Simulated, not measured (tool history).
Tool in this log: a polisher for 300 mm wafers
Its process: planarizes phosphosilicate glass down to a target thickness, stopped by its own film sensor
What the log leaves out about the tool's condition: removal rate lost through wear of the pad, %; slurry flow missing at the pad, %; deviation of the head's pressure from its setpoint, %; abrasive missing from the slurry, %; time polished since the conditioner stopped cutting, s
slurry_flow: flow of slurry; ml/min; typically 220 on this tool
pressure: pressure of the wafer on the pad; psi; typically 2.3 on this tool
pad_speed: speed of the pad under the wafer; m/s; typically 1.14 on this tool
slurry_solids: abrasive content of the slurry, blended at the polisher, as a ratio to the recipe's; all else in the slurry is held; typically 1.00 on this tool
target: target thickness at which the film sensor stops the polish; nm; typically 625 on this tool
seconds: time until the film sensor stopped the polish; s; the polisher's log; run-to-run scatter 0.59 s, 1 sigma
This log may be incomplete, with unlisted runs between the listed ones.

| run | hour | slurry_flow | pressure | pad_speed | slurry_solids | target | wafers since the last listed run | wafers polished on this pad | hours since the slurry nozzle was cleaned | hours since the head pressure was calibrated | hours since the slurry blender was calibrated | hours since the conditioning disc was replaced | incoming thickness of the incoming film, nm | seconds |
|---|---|---|---|---|---|---|---|---|---|---|---|---|---|---|
| 1 | 0.0 | 220 | 1.8 | 1.46 | 1.00 | 625 | 0 | 1047 | 243.3 | 215.9 | 170.4 | 369.1 | 1050.0 | 61.3 |
|  | 58.9 | conditioning disc replaced and pad reconditioned |
| 2 | 69.5 | 220 | 2.3 | 1.14 | 1.00 | 625 | 1007 | 2054 | 312.8 | 285.4 | 239.9 | 10.6 | 1041.2 | 59.4 |
| 3 | 93.7 | 220 | 2.3 | 1.14 | 1.00 | 625 | 361 | 2416 | 337.0 | 309.6 | 264.1 | 34.8 | 1068.7 | 62.2 |
| 4 | 141.2 | 220 | 2.3 | 1.14 | 1.00 | 625 | 709 | 3125 | 384.5 | 357.1 | 311.6 | 82.3 | 1056.3 | 61.0 |
|  | 165.2 | worn pad replaced by a new one |
| 5 | 204.4 | 220 | 2.3 | 1.14 | 1.00 | 625 | 883 | 584 | 447.7 | 420.3 | 374.8 | 145.5 | 1060.6 | 60.9 |
| 6 | 251.5 | 220 | 2.3 | 1.14 | 1.00 | 625 | 703 | 1287 | 494.8 | 467.4 | 421.9 | 192.6 | 1039.0 | 58.3 |
|  | 279.3 | slurry blender recalibrated |
|  | 287.7 | slurry nozzle cleaned |
| 7 | 298.9 | 220 | 2.3 | 1.14 | 1.00 | 625 | 662 | 1950 | 11.2 | 514.8 | 19.6 | 240.0 | 1059.9 | 59.6 |
| 8 | 323.4 | 220 | 2.3 | 1.14 | 1.00 | 625 | 365 | 2316 | 35.7 | 539.3 | 44.1 | 264.5 | 1066.6 | 60.1 |
|  | 361.6 | worn pad replaced by a new one |
| 9 | 385.7 | 220 | 2.3 | 1.14 | 1.00 | 625 | 870 | 359 | 98.0 | 601.6 | 106.4 | 326.8 | 1050.4 | 59.6 |
| 10 | 442.7 | 220 | 2.3 | 1.14 | 1.00 | 625 | 850 | 1210 | 155.0 | 658.6 | 163.4 | 383.8 | 1077.0 | 62.8 |
|  | 463.6 | conditioning disc replaced and pad reconditioned |
| 11 | 503.4 | 220 | 2.3 | 1.14 | 1.00 | 625 | 876 | 2087 | 215.7 | 719.3 | 224.1 | 39.8 | 1040.5 | 58.5 |
|  | 572.7 | worn pad replaced by a new one |
| 12 | 573.2 | 220 | 2.3 | 1.14 | 1.00 | 625 | 982 | 6 | 285.5 | 789.1 | 293.9 | 109.6 | 1046.7 | 59.1 |
| 13 | 660.4 | 155 | 1.7 | 0.96 | 1.00 | 583 | 1301 | 1308 | 372.7 | 876.3 | 381.1 | 196.8 | 1053.1 | 101.7 |
|  | 685.9 | head pressure recalibrated |
|  | 721.6 | slurry blender recalibrated |
| 14 | 730.8 | 220 | 2.3 | 1.14 | 1.00 | 625 | 991 | 2299 | 443.1 | 44.9 | 9.2 | 267.2 | 1068.6 | 61.2 |
|  | 772.8 | worn pad replaced by a new one |
| 15 | 773.3 | 220 | 2.3 | 1.14 | 1.00 | 625 | 574 | 7 | 485.6 | 87.4 | 51.7 | 309.7 | 1058.2 | 59.3 |
| 16 | 821.7 | 220 | 2.7 | 1.42 | 1.00 | 625 | 722 | 729 | 534.0 | 135.8 | 100.1 | 358.1 | 1061.7 | 45.3 |
| 17 | 861.7 | 220 | 2.3 | 0.74 | 1.25 | 699 | 597 | 1326 | 574.0 | 175.8 | 140.1 | 398.1 | 1076.5 | 66.1 |
|  | 876.6 | slurry nozzle cleaned |
|  | 892.2 | conditioning disc replaced and pad reconditioned |
| 18 | 925.7 | 220 | 2.3 | 1.14 | 1.00 | 625 | 910 | 2237 | 49.1 | 239.8 | 204.1 | 33.5 | 1084.9 | 64.3 |
| 19 | 990.7 | 220 | 2.3 | 1.26 | 1.00 | 625 | 970 | 3207 | 114.1 | 304.8 | 269.1 | 98.5 | 1054.9 | 56.7 |
|  | 999.0 | worn pad replaced by a new one |
| 20 | 1020.6 | 270 | 2.8 | 1.30 | 1.00 | 625 | 386 | 322 | 144.0 | 334.7 | 299.0 | 128.4 | 1066.8 | 45.8 |
| 21 | 1067.6 | 220 | 2.8 | 1.00 | 1.00 | 478 | 701 | 1023 | 191.0 | 381.7 | 346.0 | 175.4 | 1054.0 | 75.3 |
| 22 | 1129.8 | 220 | 2.3 | 0.76 | 1.00 | 625 | 928 | 1952 | 253.2 | 443.9 | 408.2 | 237.6 | 1069.0 | 87.1 |

Consider 5 possible next runs. They are alternatives, not a sequence: every one starts from the tool as it was left by run 22. What does each give?
| A | 1130.2 | 255 | 2.3 | 1.14 | 1.00 | 625 | 5 | 1958 | 253.6 | 444.3 | 408.6 | 238.0 | 1065.8 | ? |
| B | 1130.2 | 220 | 2.3 | 1.14 | 1.00 | 495 | 5 | 1958 | 253.6 | 444.3 | 408.6 | 238.0 | 1065.8 | ? |
| C | 1130.2 | 145 | 2.3 | 1.14 | 1.00 | 625 | 5 | 1958 | 253.6 | 444.3 | 408.6 | 238.0 | 1065.8 | ? |
| D | 1130.2 | 220 | 2.9 | 1.38 | 0.85 | 546 | 5 | 1958 | 253.6 | 444.3 | 408.6 | 238.0 | 1065.8 | ? |
| E | 1130.2 | 220 | 2.3 | 1.00 | 1.00 | 625 | 5 | 1958 | 253.6 | 444.3 | 408.6 | 238.0 | 1065.8 | ? |

| run | seconds |
|---|---|
| A | 61.6 |
| B | 80.7 |
| C | 64.6 |
| D | 56.8 |
| E | 69.2 |
With the hidden condition removed and each run's random variation left untouched, the same runs would have given:
| run | seconds |
|---|---|
| A | 58.6 |
| B | 76.8 |
| C | 61.5 |
| D | 53.8 |
| E | 65.9 |

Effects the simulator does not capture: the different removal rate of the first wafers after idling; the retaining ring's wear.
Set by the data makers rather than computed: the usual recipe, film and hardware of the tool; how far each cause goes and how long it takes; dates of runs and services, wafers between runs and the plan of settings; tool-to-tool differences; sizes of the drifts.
